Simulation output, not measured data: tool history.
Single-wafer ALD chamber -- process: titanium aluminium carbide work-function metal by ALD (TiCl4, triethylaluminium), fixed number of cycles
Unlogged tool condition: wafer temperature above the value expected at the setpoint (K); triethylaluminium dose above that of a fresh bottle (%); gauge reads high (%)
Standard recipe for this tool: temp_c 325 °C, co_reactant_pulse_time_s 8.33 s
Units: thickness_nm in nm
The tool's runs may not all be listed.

run	hour	temp_c	co_reactant_pulse_time_s	wafers since the last listed run	hours since the last thermocouple change	hours since the last triethylaluminium bottle change	hours since the showerhead was replaced	hours since the gauge calibration	read-back reference wafer on the same gauge, thickness_nm	thickness_nm
1	0.0	325	10.45	0	1156.9	1035.6	6407.8	120.8	2.651	2.295
2	32.1	325	10.45	501	1189.0	1067.7	6439.9	152.9	2.650	2.308
3	45.3	316	8.33	206	1202.2	1080.9	6453.1	166.1	2.650	2.136
4	80.4	316	8.33	548	1237.3	1116.0	6488.2	201.2	2.650	2.136
5	96.8	316	8.33	256	1253.7	1132.4	6504.6	217.6	2.648	2.139
6	124.8	336	8.33	437	1281.7	1160.4	6532.6	245.6	2.650	2.288
7	145.4	325	8.33	321	1302.3	1181.0	6553.2	266.2	2.651	2.196
8	201.7	325	8.33	879	1358.6	1237.3	6609.5	322.5	2.650	2.186
9	232.6	325	8.33	482	1389.5	1268.2	6640.4	353.4	2.650	2.176
10	254.1	325	8.33	335	1411.0	1289.7	6661.9	374.9	2.648	2.186
11	270.9	325	8.33	262	1427.8	1306.5	6678.7	391.7	2.648	2.181
12	300.9	325	8.33	468	1457.8	1336.5	6708.7	421.7	2.650	2.169
13	317.6	325	8.33	260	1474.5	1353.2	6725.4	438.4	2.651	2.191
14	352.5	325	8.33	544	1509.4	1388.1	6760.3	473.3	2.649	2.160
15	380.5	325	8.33	437	1537.4	1416.1	6788.3	501.3	2.650	2.183
16	402.9	322	8.33	349	1559.8	1438.5	6810.7	523.7	2.653	2.146
# hour 470.1: showerhead replaced, of another model than before
17	508.3	325	10.13	1520	1665.2	1543.9	38.2	629.1	2.649	2.257
18	531.1	325	8.33	356	1688.0	1566.7	61.0	651.9	2.651	2.174
19	554.6	316	6.84	366	1711.5	1590.2	84.5	675.4	2.650	2.002
# hour 575.9: gauge calibrated
20	584.4	337	6.54	465	1741.3	1620.0	114.3	8.5	2.648	2.157
21	601.9	331	8.33	273	1758.8	1637.5	131.8	26.0	2.652	2.226
# hour 621.8: thermocouple changed; heater temperature recalibrated
22	635.1	317	6.72	393	13.3	1670.7	165.0	59.2	2.649	1.999
# hour 665.4: triethylaluminium bottle replaced
23	665.9	325	7.27	356	44.1	0.5	195.8	90.0	2.650	2.201
24	682.4	318	6.52	257	60.6	17.0	212.3	106.5	2.652	2.085
25	713.7	335	10.80	488	91.9	48.3	243.6	137.8	2.650	2.390
26	749.5	325	8.33	559	127.7	84.1	279.4	173.6	2.648	2.243
27	768.2	332	10.19	292	146.4	102.8	298.1	192.3	2.650	2.356
28	781.8	318	10.74	212	160.0	116.4	311.7	205.9	2.650	2.249
29	816.2	317	6.72	537	194.4	150.8	346.1	240.3	2.650	2.099
30	846.8	318	6.33	477	225.0	181.4	376.7	270.9	2.650	2.050
31	872.0	325	8.33	393	250.2	206.6	401.9	296.1	2.651	2.226
32	901.9	325	8.33	466	280.1	236.5	431.8	326.0	2.652	2.241
33	917.2	325	8.33	238	295.4	251.8	447.1	341.3	2.652	2.247
34	942.9	332	10.55	401	321.1	277.5	472.8	367.0	2.650	2.359

How the hidden state differs across the entries between the runs, from the last listed run before each to the first after it:
Runs 16 to 17: showerhead replaced, of another model than before (hour 470.1)
  triethylaluminium dose above that of a fresh bottle (%): -12.2 -> -14
  measured less the result without the state, thickness_nm: -0.078 -> -0.041 nm
Runs 19 to 20: gauge calibrated (hour 575.9)
  triethylaluminium dose above that of a fresh bottle (%): -14.8 -> -15.4
  measured less the result without the state, thickness_nm: -0.077 -> -0.092 nm
Runs 21 to 22: thermocouple changed; heater temperature recalibrated (hour 621.8)
  triethylaluminium dose above that of a fresh bottle (%): -15.7 -> -16.3
  measured less the result without the state, thickness_nm: -0.068 -> -0.089 nm
Runs 22 to 23: triethylaluminium bottle replaced (hour 665.4)
  triethylaluminium dose above that of a fresh bottle (%): -16.3 -> -0.273
  measured less the result without the state, thickness_nm: -0.089 -> -0.001 nm
